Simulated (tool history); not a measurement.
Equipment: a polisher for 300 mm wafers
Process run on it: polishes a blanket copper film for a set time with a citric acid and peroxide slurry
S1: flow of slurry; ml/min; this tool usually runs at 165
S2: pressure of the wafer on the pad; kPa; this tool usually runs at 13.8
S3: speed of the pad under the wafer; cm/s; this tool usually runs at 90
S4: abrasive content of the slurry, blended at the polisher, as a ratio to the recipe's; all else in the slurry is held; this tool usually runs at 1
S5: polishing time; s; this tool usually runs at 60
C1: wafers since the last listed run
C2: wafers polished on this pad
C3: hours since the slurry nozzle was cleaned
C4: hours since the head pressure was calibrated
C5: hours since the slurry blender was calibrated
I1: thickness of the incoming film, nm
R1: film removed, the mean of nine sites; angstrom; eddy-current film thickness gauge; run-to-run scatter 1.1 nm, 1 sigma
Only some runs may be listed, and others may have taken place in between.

run 1 hour=0 | S1=165 S2=13.8 S3=90 S4=1 S5=71 | C1=0 C2=852 C3=128.9 C4=108 C5=5.6 | I1=807.4 | R1=1031
-- hour=34.6 worn pad replaced by a new one
run 2 hour=35.1 | S1=165 S2=13.8 S3=90 S4=1 S5=71 | C1=261 C2=3 C3=164 C4=143.1 C5=40.7 | I1=808.5 | R1=1007
run 3 hour=52.2 | S1=165 S2=13.8 S3=90 S4=1 S5=60 | C1=143 C2=147 C3=181.1 C4=160.2 C5=57.8 | I1=806.5 | R1=864
run 4 hour=88.1 | S1=165 S2=13.8 S3=90 S4=1 S5=60 | C1=301 C2=448 C3=217 C4=196.1 C5=93.7 | I1=812.3 | R1=849
run 5 hour=110.4 | S1=165 S2=13.8 S3=90 S4=1 S5=60 | C1=187 C2=636 C3=239.3 C4=218.4 C5=116 | I1=811.5 | R1=858
run 6 hour=127.3 | S1=165 S2=13.8 S3=90 S4=1 S5=60 | C1=141 C2=777 C3=256.2 C4=235.3 C5=132.9 | I1=811.5 | R1=862
-- hour=133.8 slurry blender recalibrated
run 7 hour=151.4 | S1=165 S2=13.8 S3=90 S4=1 S5=60 | C1=185 C2=963 C3=280.3 C4=259.4 C5=17.6 | I1=815.7 | R1=841
-- hour=187.1 worn pad replaced by a new one
run 8 hour=187.6 | S1=165 S2=15.2 S3=90 S4=1.25 S5=60 | C1=270 C2=4 C3=316.5 C4=295.6 C5=53.8 | I1=815.5 | R1=916
run 9 hour=219.5 | S1=165 S2=15.2 S3=90 S4=1.25 S5=60 | C1=267 C2=272 C3=348.4 C4=327.5 C5=85.7 | I1=803.3 | R1=931
run 10 hour=246.4 | S1=165 S2=13.8 S3=90 S4=1 S5=60 | C1=225 C2=497 C3=375.3 C4=354.4 C5=112.6 | I1=809.9 | R1=843
-- hour=251.9 head pressure recalibrated
run 11 hour=277.4 | S1=165 S2=13.8 S3=90 S4=1 S5=60 | C1=243 C2=741 C3=406.3 C4=25.5 C5=143.6 | I1=812.1 | R1=844
-- hour=283.5 slurry blender recalibrated
run 12 hour=294 | S1=165 S2=13.8 S3=90 S4=1 S5=60 | C1=122 C2=863 C3=422.9 C4=42.1 C5=10.5 | I1=803 | R1=855
run 13 hour=323.4 | S1=165 S2=13.8 S3=90 S4=1 S5=60 | C1=246 C2=1110 C3=452.3 C4=71.5 C5=39.9 | I1=803.4 | R1=836
-- hour=329.8 worn pad replaced by a new one
run 14 hour=356.3 | S1=165 S2=13.8 S3=90 S4=0.9 S5=60 | C1=242 C2=222 C3=485.2 C4=104.4 C5=72.8 | I1=801 | R1=821
run 15 hour=378.1 | S1=165 S2=13.8 S3=90 S4=1.15 S5=60 | C1=182 C2=405 C3=507 C4=126.2 C5=94.6 | I1=804.7 | R1=836
run 16 hour=394.3 | S1=150 S2=13.8 S3=80 S4=0.85 S5=60 | C1=135 C2=541 C3=523.2 C4=142.4 C5=110.8 | I1=823.7 | R1=694
-- hour=424.8 slurry blender recalibrated
-- hour=428.2 slurry nozzle cleaned
run 17 hour=429.4 | S1=165 S2=13.8 S3=114 S4=1 S5=60 | C1=269 C2=811 C3=1.2 C4=177.5 C5=4.6 | I1=809.9 | R1=1123
run 18 hour=448.6 | S1=165 S2=13.8 S3=90 S4=1 S5=60 | C1=161 C2=972 C3=20.4 C4=196.7 C5=23.8 | I1=804 | R1=886
-- hour=467.8 worn pad replaced by a new one
run 19 hour=487.8 | S1=190 S2=13.8 S3=90 S4=1.25 S5=60 | C1=295 C2=167 C3=59.6 C4=235.9 C5=63 | I1=805.2 | R1=926
run 20 hour=507 | S1=115 S2=11.7 S3=90 S4=1 S5=60 | C1=161 C2=329 C3=78.8 C4=255.1 C5=82.2 | I1=823.2 | R1=721
run 21 hour=530.8 | S1=145 S2=13.8 S3=90 S4=0.85 S5=60 | C1=199 C2=528 C3=102.6 C4=278.9 C5=106 | I1=800.9 | R1=838
run 22 hour=554 | S1=165 S2=13.8 S3=90 S4=0.75 S5=69 | C1=194 C2=723 C3=125.8 C4=302.1 C5=129.2 | I1=807.8 | R1=973
-- hour=564.4 slurry blender recalibrated
-- hour=569.6 head pressure recalibrated
run 23 hour=574.8 | S1=165 S2=13.8 S3=90 S4=0.8 S5=48 | C1=141 C2=864 C3=146.6 C4=5.2 C5=10.4 | I1=809 | R1=660
run 24 hour=588.8 | S1=115 S2=16.5 S3=90 S4=1.15 S5=78 | C1=117 C2=982 C3=160.6 C4=19.2 C5=24.4 | I1=811.6 | R1=1186
-- hour=610.2 worn pad replaced by a new one
run 25 hour=612.5 | S1=165 S2=13.8 S3=90 S4=1 S5=60 | C1=165 C2=19 C3=184.3 C4=42.9 C5=48.1 | I1=814.8 | R1=855
run 26 hour=647.8 | S1=190 S2=11 S3=72 S4=1 S5=54 | C1=296 C2=315 C3=219.6 C4=78.2 C5=83.4 | I1=812.3 | R1=539
run 27 hour=673.9 | S1=220 S2=9.7 S3=90 S4=0.9 S5=60 | C1=219 C2=534 C3=245.7 C4=104.3 C5=109.5 | I1=814.7 | R1=676
run 28 hour=708.5 | S1=165 S2=13.8 S3=90 S4=1 S5=60 | C1=290 C2=824 C3=280.3 C4=138.9 C5=144.1 | I1=810.6 | R1=862

Alternative continuations, all from the tool just after run 28; predict every row:
run A hour=708.9 | S1=165 S2=16.5 S3=90 S4=1 S5=60 | C1=3 C2=828 C3=280.7 C4=139.3 C5=144.5 | I1=801.8 | R1=?
run B hour=708.9 | S1=200 S2=9.7 S3=90 S4=1 S5=60 | C1=3 C2=828 C3=280.7 C4=139.3 C5=144.5 | I1=801.8 | R1=?
run C hour=708.9 | S1=210 S2=13.8 S3=90 S4=1 S5=60 | C1=3 C2=828 C3=280.7 C4=139.3 C5=144.5 | I1=801.8 | R1=?
run D hour=708.9 | S1=165 S2=13.8 S3=90 S4=1.2 S5=60 | C1=3 C2=828 C3=280.7 C4=139.3 C5=144.5 | I1=801.8 | R1=?
run E hour=708.9 | S1=165 S2=15.9 S3=108 S4=1 S5=60 | C1=3 C2=828 C3=280.7 C4=139.3 C5=144.5 | I1=801.8 | R1=?

run=A R1=979
run=B R1=677
run=C R1=889
run=D R1=868
run=E R1=1129
Had the tool no hidden state, the same runs would have come out as:
run=A R1=1032
run=B R1=707
run=C R1=926
run=D R1=914
run=E R1=1189
